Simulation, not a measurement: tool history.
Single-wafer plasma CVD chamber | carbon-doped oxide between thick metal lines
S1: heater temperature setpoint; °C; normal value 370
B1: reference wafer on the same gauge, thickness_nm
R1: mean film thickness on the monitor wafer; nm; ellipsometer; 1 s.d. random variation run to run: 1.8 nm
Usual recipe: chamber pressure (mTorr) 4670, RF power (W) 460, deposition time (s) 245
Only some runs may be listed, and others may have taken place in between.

Run 1, hour 0: usual settings but S1 367 °C; B1 1140.332. Result: R1 1092.476 nm.
Run 2, hour 27.5: usual settings but S1 367 °C; B1 1139.459. Result: R1 1087.709 nm.
Run 3, hour 56.5: usual settings but S1 367 °C; B1 1139.472. Result: R1 1086.651 nm.
Run 4, hour 84.6: usual settings but chamber pressure (mTorr) 4080, deposition time (s) 231; B1 1140.28. Result: R1 978.344 nm.
Run 5, hour 101.3: usual settings but chamber pressure (mTorr) 4080, deposition time (s) 231; B1 1140.572. Result: R1 976.78 nm.
Run 6, hour 114.1: usual settings but chamber pressure (mTorr) 4080, deposition time (s) 231; B1 1140.196. Result: R1 977.305 nm.
Run 7, hour 134.9: usual settings; B1 1139.361. Result: R1 1069.607 nm.
Run 8, hour 149.4: usual settings but RF power (W) 525; B1 1139.533. Result: R1 1219.665 nm.
At hour 172.7: capacitance manometer re-zeroed and calibrated.
Run 9, hour 183.1: usual settings but RF power (W) 525; B1 1140.177. Result: R1 1215.662 nm.
Run 10, hour 198.9: usual settings but S1 379 °C, chamber pressure (mTorr) 4190, RF power (W) 390, deposition time (s) 271; B1 1140.19. Result: R1 924.835 nm.
Run 11, hour 214: usual settings; B1 1140.307. Result: R1 1065.113 nm.
At hour 237.2: gauge calibrated.
At hour 242.7: RF generator calibrated.
Run 12, hour 248.7: usual settings but chamber pressure (mTorr) 5460, RF power (W) 500, deposition time (s) 276; B1 1139.98. Result: R1 1472.617 nm.
Run 13, hour 262.9: usual settings but S1 382 °C; B1 1139.811. Result: R1 1138.842 nm.
At hour 271.4: thermocouple changed; heater temperature recalibrated.
Run 14, hour 282.9: usual settings; B1 1139.495. Result: R1 1166.36 nm.
At hour 294: showerhead replaced.
Run 15, hour 296.9: usual settings but S1 384 °C, RF power (W) 485; B1 1139.799. Result: R1 1188.191 nm.
Run 16, hour 315.3: usual settings; B1 1140.03. Result: R1 1167.597 nm.
Run 17, hour 346.9: usual settings but S1 361 °C, chamber pressure (mTorr) 3730, RF power (W) 535, deposition time (s) 294; B1 1139.277. Result: R1 1543.433 nm.
Run 18, hour 368.6: usual settings but S1 361 °C, deposition time (s) 274; B1 1140.209. Result: R1 1332.746 nm.

Alternative continuations, all from the tool just after run 18; predict every row:
Run A, hour 369.1: usual settings; B1 ?. Result: R1 ?.
Run B, hour 369.1: usual settings but S1 378 °C, chamber pressure (mTorr) 4080, RF power (W) 505, deposition time (s) 272; B1 ?. Result: R1 ?.
Run C, hour 369.1: usual settings but S1 357 °C; B1 ?. Result: R1 ?.
Run D, hour 369.1: usual settings but S1 376 °C, RF power (W) 485, deposition time (s) 286; B1 ?. Result: R1 ?.

run        B1        R1
  A  1139.867   1167.51
  B  1139.867  1337.976
  C  1139.867  1204.876
  D  1139.867   1411.65
The same runs, with their run-to-run variation unchanged, on a tool lacking any hidden condition would have given:
run        R1
  A  1175.433
  B   1346.86
  C  1213.052
  D  1421.229
